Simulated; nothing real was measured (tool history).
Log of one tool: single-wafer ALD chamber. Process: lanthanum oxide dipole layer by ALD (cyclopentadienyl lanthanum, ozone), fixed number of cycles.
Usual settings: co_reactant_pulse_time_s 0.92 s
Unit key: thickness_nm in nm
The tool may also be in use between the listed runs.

| run | hour | co_reactant_pulse_time_s | wafers since the last listed run | hours since the last thermocouple change | hours since the last ozone generator service | hours since the showerhead was replaced | hours since the gauge calibration | read-back reference wafer on the same gauge, thickness_nm | thickness_nm |
|---|---|---|---|---|---|---|---|---|---|
| 1 | 0.0 | 0.80 | 0 | 750.7 | 720.3 | 5490.6 | 270.4 | 0.433 | 0.458 |
| 2 | 65.7 | 0.65 | 1169 | 816.4 | 786.0 | 5556.3 | 336.1 | 0.433 | 0.412 |
| 3 | 101.6 | 0.65 | 639 | 852.3 | 821.9 | 5592.2 | 372.0 | 0.433 | 0.412 |
| 4 | 139.3 | 0.65 | 671 | 890.0 | 859.6 | 5629.9 | 409.7 | 0.433 | 0.411 |
| 5 | 170.8 | 1.20 | 560 | 921.5 | 891.1 | 5661.4 | 441.2 | 0.432 | 0.523 |
| 6 | 219.4 | 1.20 | 865 | 970.1 | 939.7 | 5710.0 | 489.8 | 0.432 | 0.520 |
|  | 252.9 | ozone generator serviced |
| 7 | 253.4 | 1.20 | 462 | 1004.1 | 0.5 | 5744.0 | 523.8 | 0.432 | 0.521 |
| 8 | 295.3 | 1.18 | 746 | 1046.0 | 42.4 | 5785.9 | 565.7 | 0.432 | 0.522 |
| 9 | 334.2 | 1.10 | 692 | 1084.9 | 81.3 | 5824.8 | 604.6 | 0.431 | 0.511 |
| 10 | 392.4 | 0.92 | 1036 | 1143.1 | 139.5 | 5883.0 | 662.8 | 0.431 | 0.480 |
| 11 | 435.8 | 0.92 | 772 | 1186.5 | 182.9 | 5926.4 | 706.2 | 0.431 | 0.482 |
| 12 | 498.4 | 0.92 | 1114 | 1249.1 | 245.5 | 5989.0 | 768.8 | 0.430 | 0.478 |
| 13 | 651.3 | 0.92 | 2722 | 1402.0 | 398.4 | 6141.9 | 921.7 | 0.428 | 0.476 |
| 14 | 708.2 | 0.92 | 1013 | 1458.9 | 455.3 | 6198.8 | 978.6 | 0.427 | 0.476 |
| 15 | 759.7 | 0.92 | 917 | 1510.4 | 506.8 | 6250.3 | 1030.1 | 0.427 | 0.474 |
|  | 782.7 | thermocouple changed; heater temperature recalibrated |
|  | 795.1 | gauge calibrated |
| 16 | 813.5 | 1.24 | 815 | 30.8 | 560.6 | 6304.1 | 18.4 | 0.434 | 0.530 |
| 17 | 884.7 | 0.65 | 1267 | 102.0 | 631.8 | 6375.3 | 89.6 | 0.434 | 0.410 |
| 18 | 925.5 | 0.75 | 726 | 142.8 | 672.6 | 6416.1 | 130.4 | 0.434 | 0.444 |
| 19 | 994.7 | 1.06 | 1232 | 212.0 | 741.8 | 6485.3 | 199.6 | 0.434 | 0.509 |
| 20 | 1037.6 | 0.67 | 763 | 254.9 | 784.7 | 6528.2 | 242.5 | 0.434 | 0.417 |
|  | 1122.0 | showerhead replaced |
| 21 | 1124.4 | 1.06 | 1403 | 341.7 | 871.5 | 2.4 | 329.3 | 0.434 | 0.509 |
| 22 | 1179.8 | 0.92 | 986 | 397.1 | 926.9 | 57.8 | 384.7 | 0.433 | 0.481 |
|  | 1188.3 | ozone generator serviced |
| 23 | 1245.6 | 0.74 | 1029 | 462.9 | 57.3 | 123.6 | 450.5 | 0.433 | 0.440 |
| 24 | 1291.1 | 1.22 | 810 | 508.4 | 102.8 | 169.1 | 496.0 | 0.432 | 0.527 |
| 25 | 1379.0 | 1.17 | 1565 | 596.3 | 190.7 | 257.0 | 583.9 | 0.432 | 0.518 |
| 26 | 1560.2 | 0.92 | 3226 | 777.5 | 371.9 | 438.2 | 765.1 | 0.430 | 0.480 |
| 27 | 1596.1 | 0.92 | 639 | 813.4 | 407.8 | 474.1 | 801.0 | 0.429 | 0.477 |
| 28 | 1636.6 | 1.16 | 721 | 853.9 | 448.3 | 514.6 | 841.5 | 0.429 | 0.515 |
| 29 | 1701.0 | 1.05 | 1146 | 918.3 | 512.7 | 579.0 | 905.9 | 0.428 | 0.501 |

Consider 3 possible next runs. They are alternatives, not a sequence: every one starts from the tool as it was left by run 29. What does each give?
| A | 1701.4 | 0.92 | 7 | 918.7 | 513.1 | 579.4 | 906.3 | ? | ? |
| B | 1701.4 | 0.56 | 7 | 918.7 | 513.1 | 579.4 | 906.3 | ? | ? |
| C | 1701.4 | 0.64 | 7 | 918.7 | 513.1 | 579.4 | 906.3 | ? | ? |

| run | read-back reference wafer on the same gauge, thickness_nm | thickness_nm |
|---|---|---|
| A | 0.429 | 0.478 |
| B | 0.429 | 0.372 |
| C | 0.429 | 0.403 |
With no hidden state in the tool, these same runs would have given:
| run | thickness_nm |
|---|---|
| A | 0.484 |
| B | 0.377 |
| C | 0.409 |
